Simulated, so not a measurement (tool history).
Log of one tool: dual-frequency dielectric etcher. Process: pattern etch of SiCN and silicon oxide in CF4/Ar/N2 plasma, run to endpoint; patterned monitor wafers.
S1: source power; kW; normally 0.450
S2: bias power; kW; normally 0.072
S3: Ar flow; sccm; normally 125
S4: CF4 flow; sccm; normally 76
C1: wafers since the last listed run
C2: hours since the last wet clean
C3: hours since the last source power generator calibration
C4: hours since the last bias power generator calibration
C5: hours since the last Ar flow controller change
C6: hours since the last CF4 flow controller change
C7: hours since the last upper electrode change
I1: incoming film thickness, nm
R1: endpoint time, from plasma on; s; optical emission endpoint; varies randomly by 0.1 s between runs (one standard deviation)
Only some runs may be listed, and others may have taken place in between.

run     day     S1     S2   S3  S4   C1     C2      C3      C4      C5      C6      C7     I1    R1
  1   0.000  0.450  0.072  125  76    0  516.4  1941.8  3653.1  4507.7  2077.7  4751.9  14.82  19.3
  2   0.471  0.450  0.072  125  90  256  527.7  1953.1  3664.4  4519.0  2089.0  4763.2  14.72  18.8
  3   1.004  0.450  0.072  125  90  290  540.5  1965.9  3677.2  4531.8  2101.8  4776.0  14.69  18.8
  4   1.362  0.450  0.072  125  76  195  549.1  1974.5  3685.8  4540.4  2110.4  4784.6  14.63  19.1
      2.625  -- upper electrode replaced
  5   2.646  0.450  0.072  125  76  154  579.9  2005.3  3716.6  4571.2  2141.2     0.5  14.83  19.5
  6   2.658  0.450  0.072  125  76    6  580.2  2005.6  3716.9  4571.5  2141.5     0.8  14.49  19.0
  7   3.104  0.450  0.081  125  76  242  590.9  2016.3  3727.6  4582.2  2152.2    11.5  14.81  18.6
  8   3.679  0.450  0.072  125  76  313  604.7  2030.1  3741.4  4596.0  2166.0    25.3  14.74  19.2
  9   4.167  0.450  0.072  125  76  265  616.4  2041.8  3753.1  4607.7  2177.7    37.0  14.79  19.3
 10   4.700  0.500  0.072  145  81  290  629.2  2054.6  3765.9  4620.5  2190.5    49.8  14.76  18.2
      5.104  -- CF4 flow controller replaced
 11   5.254  0.560  0.072  125  84  165  642.5  2067.9  3779.2  4633.8     3.6    63.1  14.71  16.0
      5.983  -- source power generator calibrated
      6.804  -- wet clean of the chamber
 12   6.825  0.450  0.072  125  76  318    0.5    20.2  3816.9  4671.5    41.3   100.8  14.70  18.1
 13   6.838  0.380  0.072   96  76    6    0.8    20.5  3817.2  4671.8    41.6   101.1  14.80  19.9
 14   6.967  0.510  0.067  147  93   70    3.9    23.6  3820.3  4674.9    44.7   104.2  14.68  16.9
      7.500  -- bias power generator calibrated
      7.642  -- Ar flow controller replaced
 15   7.662  0.550  0.072  125  76  210   20.6    40.3     3.9     0.5    61.4   120.9  14.78  15.6
 16   8.179  0.490  0.085  125  76  281   33.0    52.7    16.3    12.9    73.8   133.3  14.57  15.9
 17   9.162  0.450  0.065  101  76  535   56.6    76.3    39.9    36.5    97.4   156.9  14.70  18.3
 18   9.671  0.450  0.072  125  76  276   68.8    88.5    52.1    48.7   109.6   169.1  14.79  18.6
 19   9.967  0.480  0.066  146  69  161   75.9    95.6    59.2    55.8   116.7   176.2  14.75  19.0
 20  10.583  0.520  0.065  116  76  335   90.7   110.4    74.0    70.6   131.5   191.0  14.73  16.9
 21  11.296  0.540  0.083  125  76  388  107.8   127.5    91.1    87.7   148.6   208.1  14.68  15.3
 22  11.875  0.450  0.058  125  76  315  121.7   141.4   105.0   101.6   162.5   222.0  14.73  19.7
 23  12.521  0.450  0.056  117  76  351  137.2   156.9   120.5   117.1   178.0   237.5  14.78  19.9
 24  12.896  0.550  0.081  143  76  204  146.2   165.9   129.5   126.1   187.0   246.5  14.70  15.5

4 ways to go on from here, each from the tool as it stands after run 24. What would each give?
  A  12.912  0.450  0.072  125  76   9  146.6  166.3  129.9  126.5  187.4  246.9  14.60   ?
  B  12.912  0.510  0.072   94  76   9  146.6  166.3  129.9  126.5  187.4  246.9  14.60   ?
  C  12.912  0.340  0.072  125  65   9  146.6  166.3  129.9  126.5  187.4  246.9  14.60   ?
  D  12.912  0.450  0.072  105  76   9  146.6  166.3  129.9  126.5  187.4  246.9  14.60   ?

run    R1
  A  18.2
  B  15.7
  C  23.1
  D  17.6
What these runs would have given with no unlogged condition in the tool:
run    R1
  A  17.9
  B  15.4
  C  22.7
  D  17.4

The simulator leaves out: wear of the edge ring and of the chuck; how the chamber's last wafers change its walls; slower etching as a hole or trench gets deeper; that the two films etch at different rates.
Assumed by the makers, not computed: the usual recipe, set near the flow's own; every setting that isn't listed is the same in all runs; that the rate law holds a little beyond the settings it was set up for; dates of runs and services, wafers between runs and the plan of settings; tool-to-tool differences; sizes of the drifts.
